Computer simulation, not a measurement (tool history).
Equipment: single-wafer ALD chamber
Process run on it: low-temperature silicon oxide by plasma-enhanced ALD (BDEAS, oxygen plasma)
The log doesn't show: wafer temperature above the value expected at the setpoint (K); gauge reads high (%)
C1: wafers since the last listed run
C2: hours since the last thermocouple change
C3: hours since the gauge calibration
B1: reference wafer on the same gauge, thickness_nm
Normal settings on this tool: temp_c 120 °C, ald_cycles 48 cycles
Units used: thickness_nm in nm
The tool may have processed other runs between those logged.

{"run": 1, "hour": 0.0, "temp_c": 110, "ald_cycles": 46, "C1": 0, "C2": 386.5, "C3": 364.8, "B1": 6.372, "thickness_nm": 6.273}
{"run": 2, "hour": 17.2, "temp_c": 120, "ald_cycles": 48, "C1": 72, "C2": 403.7, "C3": 382, "B1": 6.368, "thickness_nm": 6.407}
{"run": 3, "hour": 53.1, "temp_c": 120, "ald_cycles": 48, "C1": 150, "C2": 439.6, "C3": 417.9, "B1": 6.376, "thickness_nm": 6.412}
{"run": 4, "hour": 77.8, "temp_c": 120, "ald_cycles": 48, "C1": 103, "C2": 464.3, "C3": 442.6, "B1": 6.366, "thickness_nm": 6.385}
{"run": 5, "hour": 108.8, "temp_c": 128, "ald_cycles": 45, "C1": 129, "C2": 495.3, "C3": 473.6, "B1": 6.372, "thickness_nm": 5.886}
{"run": 6, "hour": 141.0, "temp_c": 128, "ald_cycles": 45, "C1": 135, "C2": 527.5, "C3": 505.8, "B1": 6.367, "thickness_nm": 5.901}
{"run": 7, "hour": 165.4, "temp_c": 128, "ald_cycles": 45, "C1": 102, "C2": 551.9, "C3": 530.2, "B1": 6.37, "thickness_nm": 5.902}
{"run": 8, "hour": 177.7, "temp_c": 117, "ald_cycles": 48, "C1": 51, "C2": 564.2, "C3": 542.5, "B1": 6.369, "thickness_nm": 6.428}
{"run": 9, "hour": 199.1, "temp_c": 117, "ald_cycles": 48, "C1": 89, "C2": 585.6, "C3": 563.9, "B1": 6.37, "thickness_nm": 6.439}
{"run": 10, "hour": 232.5, "temp_c": 117, "ald_cycles": 48, "C1": 140, "C2": 619, "C3": 597.3, "B1": 6.369, "thickness_nm": 6.44}
{"run": 11, "hour": 258.6, "temp_c": 120, "ald_cycles": 48, "C1": 109, "C2": 645.1, "C3": 623.4, "B1": 6.37, "thickness_nm": 6.388}
{"run": 12, "hour": 292.1, "temp_c": 120, "ald_cycles": 48, "C1": 140, "C2": 678.6, "C3": 656.9, "B1": 6.37, "thickness_nm": 6.423}
{"run": 13, "hour": 306.6, "temp_c": 110, "ald_cycles": 56, "C1": 60, "C2": 693.1, "C3": 671.4, "B1": 6.369, "thickness_nm": 7.614}
{"run": 14, "hour": 324.3, "temp_c": 120, "ald_cycles": 43, "C1": 74, "C2": 710.8, "C3": 689.1, "B1": 6.369, "thickness_nm": 5.726}
{"run": 15, "hour": 352.9, "temp_c": 120, "ald_cycles": 43, "C1": 119, "C2": 739.4, "C3": 717.7, "B1": 6.368, "thickness_nm": 5.744}
{"run": 16, "hour": 371.1, "temp_c": 120, "ald_cycles": 48, "C1": 76, "C2": 757.6, "C3": 735.9, "B1": 6.369, "thickness_nm": 6.425}
{"run": 17, "hour": 390.2, "temp_c": 120, "ald_cycles": 48, "C1": 80, "C2": 776.7, "C3": 755, "B1": 6.369, "thickness_nm": 6.418}
{"run": 18, "hour": 409.2, "temp_c": 120, "ald_cycles": 48, "C1": 79, "C2": 795.7, "C3": 774, "B1": 6.375, "thickness_nm": 6.394}
{"run": 19, "hour": 440.3, "temp_c": 120, "ald_cycles": 48, "C1": 130, "C2": 826.8, "C3": 805.1, "B1": 6.371, "thickness_nm": 6.421}
{"run": 20, "hour": 464.9, "temp_c": 112, "ald_cycles": 48, "C1": 103, "C2": 851.4, "C3": 829.7, "B1": 6.371, "thickness_nm": 6.533}
{"run": 21, "hour": 483.7, "temp_c": 112, "ald_cycles": 48, "C1": 78, "C2": 870.2, "C3": 848.5, "B1": 6.363, "thickness_nm": 6.517}
{"run": 22, "hour": 498.8, "temp_c": 120, "ald_cycles": 48, "C1": 63, "C2": 885.3, "C3": 863.6, "B1": 6.374, "thickness_nm": 6.441}
{"hour": 514.3, "done": "gauge calibrated"}
{"run": 23, "hour": 531.6, "temp_c": 116, "ald_cycles": 48, "C1": 137, "C2": 918.1, "C3": 17.3, "B1": 6.373, "thickness_nm": 6.518}
{"run": 24, "hour": 565.1, "temp_c": 106, "ald_cycles": 56, "C1": 140, "C2": 951.6, "C3": 50.8, "B1": 6.37, "thickness_nm": 7.694}
{"run": 25, "hour": 577.3, "temp_c": 125, "ald_cycles": 56, "C1": 51, "C2": 963.8, "C3": 63, "B1": 6.374, "thickness_nm": 7.449}
{"run": 26, "hour": 652.9, "temp_c": 120, "ald_cycles": 48, "C1": 316, "C2": 1039.4, "C3": 138.6, "B1": 6.37, "thickness_nm": 6.486}
{"run": 27, "hour": 670.1, "temp_c": 108, "ald_cycles": 48, "C1": 72, "C2": 1056.6, "C3": 155.8, "B1": 6.37, "thickness_nm": 6.591}
{"run": 28, "hour": 686.3, "temp_c": 109, "ald_cycles": 48, "C1": 67, "C2": 1072.8, "C3": 172, "B1": 6.375, "thickness_nm": 6.624}
{"run": 29, "hour": 699.2, "temp_c": 128, "ald_cycles": 43, "C1": 54, "C2": 1085.7, "C3": 184.9, "B1": 6.37, "thickness_nm": 5.647}
{"run": 30, "hour": 717.5, "temp_c": 124, "ald_cycles": 55, "C1": 76, "C2": 1104, "C3": 203.2, "B1": 6.368, "thickness_nm": 7.287}
{"run": 31, "hour": 747.7, "temp_c": 120, "ald_cycles": 48, "C1": 126, "C2": 1134.2, "C3": 233.4, "B1": 6.373, "thickness_nm": 6.445}
{"run": 32, "hour": 770.5, "temp_c": 111, "ald_cycles": 48, "C1": 95, "C2": 1157, "C3": 256.2, "B1": 6.376, "thickness_nm": 6.571}
{"run": 33, "hour": 803.9, "temp_c": 120, "ald_cycles": 51, "C1": 140, "C2": 1190.4, "C3": 289.6, "B1": 6.371, "thickness_nm": 6.872}
{"run": 34, "hour": 827.3, "temp_c": 120, "ald_cycles": 48, "C1": 98, "C2": 1213.8, "C3": 313, "B1": 6.364, "thickness_nm": 6.455}
{"hour": 836.7, "done": "thermocouple changed; heater temperature recalibrated"}
{"run": 35, "hour": 890.4, "temp_c": 120, "ald_cycles": 48, "C1": 231, "C2": 53.7, "C3": 376.1, "B1": 6.375, "thickness_nm": 6.371}
{"run": 36, "hour": 904.4, "temp_c": 113, "ald_cycles": 48, "C1": 58, "C2": 67.7, "C3": 390.1, "B1": 6.376, "thickness_nm": 6.458}
{"run": 37, "hour": 986.8, "temp_c": 117, "ald_cycles": 48, "C1": 345, "C2": 150.1, "C3": 472.5, "B1": 6.373, "thickness_nm": 6.422}
{"run": 38, "hour": 1022.4, "temp_c": 134, "ald_cycles": 44, "C1": 149, "C2": 185.7, "C3": 508.1, "B1": 6.375, "thickness_nm": 5.66}
{"run": 39, "hour": 1046.1, "temp_c": 120, "ald_cycles": 48, "C1": 99, "C2": 209.4, "C3": 531.8, "B1": 6.37, "thickness_nm": 6.375}
{"run": 40, "hour": 1068.1, "temp_c": 133, "ald_cycles": 45, "C1": 92, "C2": 231.4, "C3": 553.8, "B1": 6.373, "thickness_nm": 5.809}
{"run": 41, "hour": 1084.0, "temp_c": 129, "ald_cycles": 39, "C1": 66, "C2": 247.3, "C3": 569.7, "B1": 6.37, "thickness_nm": 5.082}
{"run": 42, "hour": 1110.7, "temp_c": 120, "ald_cycles": 45, "C1": 111, "C2": 274, "C3": 596.4, "B1": 6.367, "thickness_nm": 5.977}
{"run": 43, "hour": 1141.6, "temp_c": 115, "ald_cycles": 41, "C1": 129, "C2": 304.9, "C3": 627.3, "B1": 6.374, "thickness_nm": 5.522}
{"run": 44, "hour": 1161.4, "temp_c": 120, "ald_cycles": 48, "C1": 83, "C2": 324.7, "C3": 647.1, "B1": 6.374, "thickness_nm": 6.398}
{"run": 45, "hour": 1187.9, "temp_c": 111, "ald_cycles": 53, "C1": 111, "C2": 351.2, "C3": 673.6, "B1": 6.363, "thickness_nm": 7.179}

What differs in the tool's unlogged condition from the final listed run ahead of each entry between runs to the first listed run following it?
From run 22 to run 23: gauge calibrated (hour 514.3)
  wafer temperature above the value expected at the setpoint (K): -3.47 -> -3.73
  difference, measured minus the result without the unlogged condition, thickness_nm: +0.047 -> +0.051 nm
From run 34 to run 35: thermocouple changed; heater temperature recalibrated (hour 836.7)
  wafer temperature above the value expected at the setpoint (K): -6.5 -> -0.129
  difference, measured minus the result without the unlogged condition, thickness_nm: +0.088 -> +0.002 nm

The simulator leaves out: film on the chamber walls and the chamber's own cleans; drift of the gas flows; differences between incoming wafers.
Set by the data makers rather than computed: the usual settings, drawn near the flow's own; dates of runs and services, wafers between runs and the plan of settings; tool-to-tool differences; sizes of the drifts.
